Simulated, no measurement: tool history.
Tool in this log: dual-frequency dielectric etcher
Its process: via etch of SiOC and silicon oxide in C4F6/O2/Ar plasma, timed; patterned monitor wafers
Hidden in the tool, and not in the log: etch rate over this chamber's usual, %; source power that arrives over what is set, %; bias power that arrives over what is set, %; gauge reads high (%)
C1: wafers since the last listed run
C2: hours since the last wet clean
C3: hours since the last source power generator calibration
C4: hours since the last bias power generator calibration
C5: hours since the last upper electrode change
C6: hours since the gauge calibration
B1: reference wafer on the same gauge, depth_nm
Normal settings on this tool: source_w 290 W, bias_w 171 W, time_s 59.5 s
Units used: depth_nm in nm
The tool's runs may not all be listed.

Run 1, hour 0: usual settings; C1 0; C2 237.1; C3 2580.6; C4 2041.6; C5 4209.2; C6 151.7; B1 55. Result: depth_nm 53.8 nm.
Run 2, hour 16.6: usual settings but source_w 270 W; C1 133; C2 253.7; C3 2597.2; C4 2058.2; C5 4225.8; C6 168.3; B1 54.9. Result: depth_nm 51.8 nm.
Run 3, hour 22.7: usual settings; C1 49; C2 259.8; C3 2603.3; C4 2064.3; C5 4231.9; C6 174.4; B1 54.7. Result: depth_nm 53.3 nm.
Run 4, hour 36.9: usual settings; C1 114; C2 274; C3 2617.5; C4 2078.5; C5 4246.1; C6 188.6; B1 54.9. Result: depth_nm 53 nm.
Run 5, hour 52.4: usual settings but bias_w 160 W; C1 124; C2 289.5; C3 2633; C4 2094; C5 4261.6; C6 204.1; B1 54.7. Result: depth_nm 51.8 nm.
Run 6, hour 63.3: usual settings; C1 87; C2 300.4; C3 2643.9; C4 2104.9; C5 4272.5; C6 215; B1 54.9. Result: depth_nm 53 nm.
Run 7, hour 79.3: usual settings; C1 128; C2 316.4; C3 2659.9; C4 2120.9; C5 4288.5; C6 231; B1 55. Result: depth_nm 52.7 nm.
Run 8, hour 95.5: usual settings but source_w 240 W, bias_w 140 W; C1 130; C2 332.6; C3 2676.1; C4 2137.1; C5 4304.7; C6 247.2; B1 54.8. Result: depth_nm 45.2 nm.
Run 9, hour 107.1: usual settings; C1 93; C2 344.2; C3 2687.7; C4 2148.7; C5 4316.3; C6 258.8; B1 54.8. Result: depth_nm 52.5 nm.
Run 10, hour 122.3: usual settings; C1 122; C2 359.4; C3 2702.9; C4 2163.9; C5 4331.5; C6 274; B1 54.9. Result: depth_nm 52.7 nm.
At hour 130.6: source power generator calibrated.
Run 11, hour 140.1: usual settings; C1 110; C2 377.2; C3 9.5; C4 2181.7; C5 4349.3; C6 291.8; B1 55. Result: depth_nm 51.7 nm.
Run 12, hour 153.6: usual settings but bias_w 191 W; C1 108; C2 390.7; C3 23; C4 2195.2; C5 4362.8; C6 305.3; B1 54.8. Result: depth_nm 54.4 nm.
Run 13, hour 164.4: usual settings but bias_w 191 W; C1 86; C2 401.5; C3 33.8; C4 2206; C5 4373.6; C6 316.1; B1 55. Result: depth_nm 54.6 nm.
Run 14, hour 170.9: usual settings but bias_w 191 W; C1 52; C2 408; C3 40.3; C4 2212.5; C5 4380.1; C6 322.6; B1 55. Result: depth_nm 54.8 nm.
Run 15, hour 184.7: usual settings but source_w 340 W, bias_w 148 W, time_s 69 s; C1 110; C2 421.8; C3 54.1; C4 2226.3; C5 4393.9; C6 336.4; B1 55.1. Result: depth_nm 62.2 nm.
At hour 185.1: gauge calibrated.
Run 16, hour 200.6: usual settings; C1 127; C2 437.7; C3 70; C4 2242.2; C5 4409.8; C6 15.5; B1 55. Result: depth_nm 52.2 nm.
At hour 230.8: bias power generator calibrated.
At hour 231.1: wet clean of the chamber.
At hour 245.5: upper electrode replaced.
Run 17, hour 246: usual settings but source_w 240 W, time_s 44 s; C1 214; C2 14.9; C3 115.4; C4 15.2; C5 0.5; C6 60.9; B1 54.7. Result: depth_nm 36.7 nm.
Run 18, hour 246.3: usual settings; C1 2; C2 15.2; C3 115.7; C4 15.5; C5 0.8; C6 61.2; B1 54.9. Result: depth_nm 54.9 nm.
Run 19, hour 246.7: usual settings; C1 3; C2 15.6; C3 116.1; C4 15.9; C5 1.2; C6 61.6; B1 54.9. Result: depth_nm 54.7 nm.
Run 20, hour 247: usual settings; C1 2; C2 15.9; C3 116.4; C4 16.2; C5 1.5; C6 61.9; B1 54.8. Result: depth_nm 54.4 nm.
Run 21, hour 247.6: usual settings but source_w 330 W, bias_w 137 W, time_s 74 s; C1 4; C2 16.5; C3 117; C4 16.8; C5 2.1; C6 62.5; B1 54.9. Result: depth_nm 67.1 nm.
Run 22, hour 264: usual settings; C1 131; C2 32.9; C3 133.4; C4 33.2; C5 18.5; C6 78.9; B1 55. Result: depth_nm 55.2 nm.
Run 23, hour 279.7: usual settings but source_w 360 W; C1 126; C2 48.6; C3 149.1; C4 48.9; C5 34.2; C6 94.6; B1 55. Result: depth_nm 59.5 nm.
Run 24, hour 296.2: usual settings but source_w 240 W, bias_w 158 W; C1 132; C2 65.1; C3 165.6; C4 65.4; C5 50.7; C6 111.1; B1 55. Result: depth_nm 48.3 nm.
Run 25, hour 308.5: usual settings but source_w 230 W, bias_w 193 W; C1 98; C2 77.4; C3 177.9; C4 77.7; C5 63; C6 123.4; B1 54.9. Result: depth_nm 51.5 nm.
Run 26, hour 320.9: usual settings but bias_w 209 W; C1 99; C2 89.8; C3 190.3; C4 90.1; C5 75.4; C6 135.8; B1 55.1. Result: depth_nm 58.1 nm.
Run 27, hour 330: usual settings but bias_w 187 W; C1 73; C2 98.9; C3 199.4; C4 99.2; C5 84.5; C6 144.9; B1 55. Result: depth_nm 55.6 nm.
Run 28, hour 336.5: usual settings but time_s 50 s; C1 52; C2 105.4; C3 205.9; C4 105.7; C5 91; C6 151.4; B1 54.9. Result: depth_nm 45.5 nm.
Run 29, hour 350.9: usual settings but source_w 340 W, bias_w 149 W, time_s 71.5 s; C1 115; C2 119.8; C3 220.3; C4 120.1; C5 105.4; C6 165.8; B1 55. Result: depth_nm 66.2 nm.
Run 30, hour 368.8: usual settings but source_w 310 W; C1 143; C2 137.7; C3 238.2; C4 138; C5 123.3; C6 183.7; B1 54.8. Result: depth_nm 56.2 nm.
Run 31, hour 402.2: usual settings but source_w 260 W, bias_w 134 W, time_s 50 s; C1 268; C2 171.1; C3 271.6; C4 171.4; C5 156.7; C6 217.1; B1 54.9. Result: depth_nm 39.2 nm.

Same runs, no hidden state in the tool, same run-to-run variation:
run  depth_nm
  1      55.5
  2      53.6
  3      55.2
  4      54.9
  5      53.8
  6      55.1
  7        55
  8      47.3
  9      54.9
 10      55.3
 11      54.3
 12      57.3
 13      57.5
 14      57.8
 15      65.7
 16      55.3
 17      36.9
 18      55.2
 19        55
 20      54.7
 21      67.5
 22      55.6
 23      60.1
 24      48.9
 25      52.2
 26      58.9
 27      56.6
 28      46.3
 29      67.5
 30      57.4
 31      40.3

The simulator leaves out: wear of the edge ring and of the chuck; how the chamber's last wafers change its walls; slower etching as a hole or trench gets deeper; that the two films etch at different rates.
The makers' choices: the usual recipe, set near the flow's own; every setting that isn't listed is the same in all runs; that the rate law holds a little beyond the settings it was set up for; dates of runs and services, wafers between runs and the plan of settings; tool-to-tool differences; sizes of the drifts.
